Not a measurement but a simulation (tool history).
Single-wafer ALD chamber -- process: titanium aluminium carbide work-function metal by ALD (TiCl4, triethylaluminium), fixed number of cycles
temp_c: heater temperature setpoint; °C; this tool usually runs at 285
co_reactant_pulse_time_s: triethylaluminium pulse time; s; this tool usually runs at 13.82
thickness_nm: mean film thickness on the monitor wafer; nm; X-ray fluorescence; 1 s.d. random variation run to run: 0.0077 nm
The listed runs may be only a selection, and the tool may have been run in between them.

run    hour  temp_c  co_reactant_pulse_time_s  wafers since the last listed run  hours since the last thermocouple change  hours since the last triethylaluminium bottle change  hours since the showerhead was replaced  hours since the gauge calibration  read-back reference wafer on the same gauge, thickness_nm  thickness_nm
  1       0     275                     13.82                                 0                                    1401.1                                                 403.3                                   2501.6                              943.1                                                      1.992         1.613
  2    78.6     275                     13.82                               759                                    1479.7                                                 481.9                                   2580.2                             1021.7                                                      1.991         1.612
  3   131.3     285                      15.2                               509                                    1532.4                                                 534.6                                   2632.9                             1074.4                                                      1.988         1.699
  4   200.8     285                      15.2                               671                                    1601.9                                                 604.1                                   2702.4                             1143.9                                                      1.988         1.695
  5   252.8     285                      15.2                               502                                    1653.9                                                 656.1                                   2754.4                             1195.9                                                      1.991         1.695
      264.4  -- gauge calibrated
  6   337.8     285                     13.82                               821                                    1738.9                                                 741.1                                   2839.4                               73.4                                                       1.99         1.691
  7     442     285                     13.82                              1006                                    1843.1                                                 845.3                                   2943.6                              177.6                                                      1.991         1.701
  8   541.7     285                     13.82                               963                                    1942.8                                                   945                                   3043.3                              277.3                                                      1.991         1.695
  9   629.3     285                     13.82                               846                                    2030.4                                                1032.6                                   3130.9                              364.9                                                      1.991         1.703
      720.7  -- thermocouple changed; heater temperature recalibrated
 10   721.2     285                     13.82                               810                                       0.5                                                1124.5                                   3222.8                              456.8                                                      1.991           1.7
 11   801.5     285                     13.82                               775                                      80.8                                                1204.8                                   3303.1                              537.1                                                      1.989         1.708
 12   848.9     285                     13.82                               458                                     128.2                                                1252.2                                   3350.5                              584.5                                                      1.988         1.699
      961.1  -- showerhead replaced
 13   994.4     285                     13.82                              1328                                     273.7                                                1397.7                                     33.3                                730                                                       1.99           1.7
 14  1079.8     280                     17.24                               825                                     359.1                                                1483.1                                    118.7                              815.4                                                       1.99         1.659
 15  1176.4     280                     17.61                               933                                     455.7                                                1579.7                                    215.3                                912                                                       1.99         1.667
 16  1274.4     278                     10.12                               946                                     553.7                                                1677.7                                    313.3                               1010                                                      1.988         1.611
     1289.2  -- triethylaluminium bottle replaced
 17  1346.2     271                      9.07                               616                                     625.5                                                    57                                    385.1                             1081.8                                                      1.989         1.518
 18  1382.2     285                     13.82                               347                                     661.5                                                    93                                    421.1                             1117.8                                                      1.989         1.691
 19  1448.8     291                     16.95                               643                                     728.1                                                 159.6                                    487.7                             1184.4                                                      1.989         1.772
 20  1521.5     297                     13.82                               702                                     800.8                                                 232.3                                    560.4                             1257.1                                                       1.99         1.812
     1555.2  -- gauge calibrated
 21  1616.5     274                     11.06                               917                                     895.8                                                 327.3                                    655.4                               61.3                                                      1.992         1.593
 22  1817.5     285                       9.3                              1942                                    1096.8                                                 528.3                                    856.4                              262.3                                                      1.991         1.659
 23  1923.3     285                     13.82                              1022                                    1202.6                                                 634.1                                    962.2                              368.1                                                      1.993         1.693
 24    2015     285                     13.82                               886                                    1294.3                                                 725.8                                   1053.9                              459.8                                                       1.99         1.703
 25  2070.8     278                     18.87                               539                                    1350.1                                                 781.6                                   1109.7                              515.6                                                      1.989         1.644
 26    2123     285                     13.82                               504                                    1402.3                                                 833.8                                   1161.9                              567.8                                                       1.99         1.702

What was the tool's hidden state at every run in the log?
wafer temperature above the value expected at the setpoint (K): 0 at every run
triethylaluminium dose above that of a fresh bottle (%): 0 at every run
gauge reads high (%): 0 at every run
